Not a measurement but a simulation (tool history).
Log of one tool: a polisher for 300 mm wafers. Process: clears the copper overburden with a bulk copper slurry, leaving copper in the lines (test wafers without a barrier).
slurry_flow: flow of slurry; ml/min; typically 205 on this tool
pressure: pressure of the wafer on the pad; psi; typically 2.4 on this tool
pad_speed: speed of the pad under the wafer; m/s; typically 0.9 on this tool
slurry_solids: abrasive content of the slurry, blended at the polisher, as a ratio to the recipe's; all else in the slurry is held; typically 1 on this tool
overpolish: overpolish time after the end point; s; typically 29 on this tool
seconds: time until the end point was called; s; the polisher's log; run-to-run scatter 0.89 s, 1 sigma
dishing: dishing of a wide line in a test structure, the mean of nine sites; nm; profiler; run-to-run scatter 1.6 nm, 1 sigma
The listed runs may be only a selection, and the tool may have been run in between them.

run,hour,slurry_flow,pressure,pad_speed,slurry_solids,overpolish,wafers since the last listed run,wafers polished on this pad,hours since the slurry nozzle was cleaned,hours since the head pressure was calibrated,hours since the slurry blender was calibrated,"incoming thickness of the incoming film, nm",seconds,dishing
1,0,205,2.4,0.72,1,29,0,16,78.8,137.9,71.6,614.8,96.7,76.3
2,36.6,205,2.4,0.72,1,29,454,470,115.4,174.5,108.2,621.3,99.2,74.1
3,81.6,205,2.4,0.72,1,29,558,1028,160.4,219.5,153.2,620.3,96.3,72.8
4,119.6,205,2.4,0.9,1,29,471,1500,198.4,257.5,191.2,629.1,79.4,83.4
# hour 128.8: slurry blender recalibrated
5,189,205,2.4,0.9,1,29,836,2336,267.8,326.9,60.2,617.9,76.5,83.2
6,236.9,240,2.1,0.9,1,29,594,2930,315.7,374.8,108.1,619.7,87,77.4
# hour 262.5: worn pad replaced by a new one
7,265.8,240,2.1,0.9,1,29,308,41,344.6,403.7,137,622.5,86.6,75.9
8,289.8,240,2.1,0.9,1,29,297,339,368.6,427.7,161,619.2,84.7,81.6
# hour 370: slurry blender recalibrated
# hour 381.4: slurry nozzle cleaned
9,458.7,235,2.4,0.9,1.2,29,2058,2397,77.3,596.6,88.7,630,75.9,88.1
# hour 511.9: worn pad replaced by a new one
10,530.2,235,2.4,0.9,1.2,29,837,227,148.8,668.1,160.2,623.7,72.9,86.8
# hour 570: slurry blender recalibrated
11,589.6,205,2.4,0.9,1,29,712,939,208.2,727.5,19.6,625.2,77.2,86.2
12,655.8,205,2.4,0.9,1,29,821,1760,274.4,793.7,85.8,625.6,75.9,84.7
13,689.8,205,2.1,0.9,1,29,421,2182,308.4,827.7,119.8,627.3,88.3,79.8
14,738.5,170,2.4,0.66,1,29,604,2786,357.1,876.4,168.5,623.9,106.5,73.1
# hour 763.6: worn pad replaced by a new one
15,782.3,205,2.8,0.68,1,29,493,231,400.9,920.2,212.3,617.2,84.2,84.7
# hour 799.3: slurry blender recalibrated
16,806.6,205,2.4,0.9,1,29,276,508,425.2,944.5,7.3,621.4,74.2,83.1
# hour 829: head pressure recalibrated
# hour 847.3: slurry nozzle cleaned
17,876.8,205,2.4,0.9,1,29,833,1342,29.5,47.8,77.5,614.3,77.2,81.3
18,910.2,205,2,1.2,1.1,35,414,1756,62.9,81.2,110.9,607.2,67.7,90.8
19,942,205,2.1,0.9,1.2,36,394,2150,94.7,113,142.7,620.8,86.6,85.4
# hour 992.9: worn pad replaced by a new one
20,993.4,205,2.6,1.18,0.7,21,588,6,146.1,164.4,194.1,625,59.5,83.9
21,1030.8,205,3.1,0.9,1.1,29,463,470,183.5,201.8,231.5,622.3,59.8,96.5
# hour 1040.4: slurry blender recalibrated
22,1056.2,185,2.4,0.9,1,36,290,760,208.9,227.2,15.8,619.6,79.2,89.6
23,1084.3,275,2.8,0.9,1,35,348,1109,237,255.3,43.9,619.5,64.3,100.1
24,1148.4,205,2.4,0.9,1,34,795,1904,301.1,319.4,108,622.7,78.3,86.3

A few steps of seconds between consecutive runs. Split each: what settings, incoming material and random variation would produce without the hidden state, and what is left over for the hidden state, along with gauge scatter present in only one of the two compared results (measured, and without hidden state):
Unlogged tool condition in this case: removal rate lost through wear of the pad, %; slurry flow missing at the pad, %; deviation of the head's pressure from its setpoint, %; abrasive missing from the slurry, %.
Run 13 -> 14: slurry_flow 205 -> 170, pressure 2.1 -> 2.4, pad_speed 0.9 -> 0.66. seconds +18.2 s: hidden state -1, all else +19.2.
Run 14 -> 15: slurry_flow 170 -> 205, pressure 2.4 -> 2.8, pad_speed 0.66 -> 0.68, worn pad replaced by a new one. seconds -22.3 s: hidden state +0.4, all else -22.7.
Run 16 -> 17: head pressure recalibrated, slurry nozzle cleaned. seconds +3 s: hidden state +4, all else -1.
Run 19 -> 20: pressure 2.1 -> 2.6, pad_speed 0.9 -> 1.18, slurry_solids 1.2 -> 0.7, overpolish 36 -> 21, worn pad replaced by a new one. seconds -27.1 s: hidden state -0.4, all else -26.7.

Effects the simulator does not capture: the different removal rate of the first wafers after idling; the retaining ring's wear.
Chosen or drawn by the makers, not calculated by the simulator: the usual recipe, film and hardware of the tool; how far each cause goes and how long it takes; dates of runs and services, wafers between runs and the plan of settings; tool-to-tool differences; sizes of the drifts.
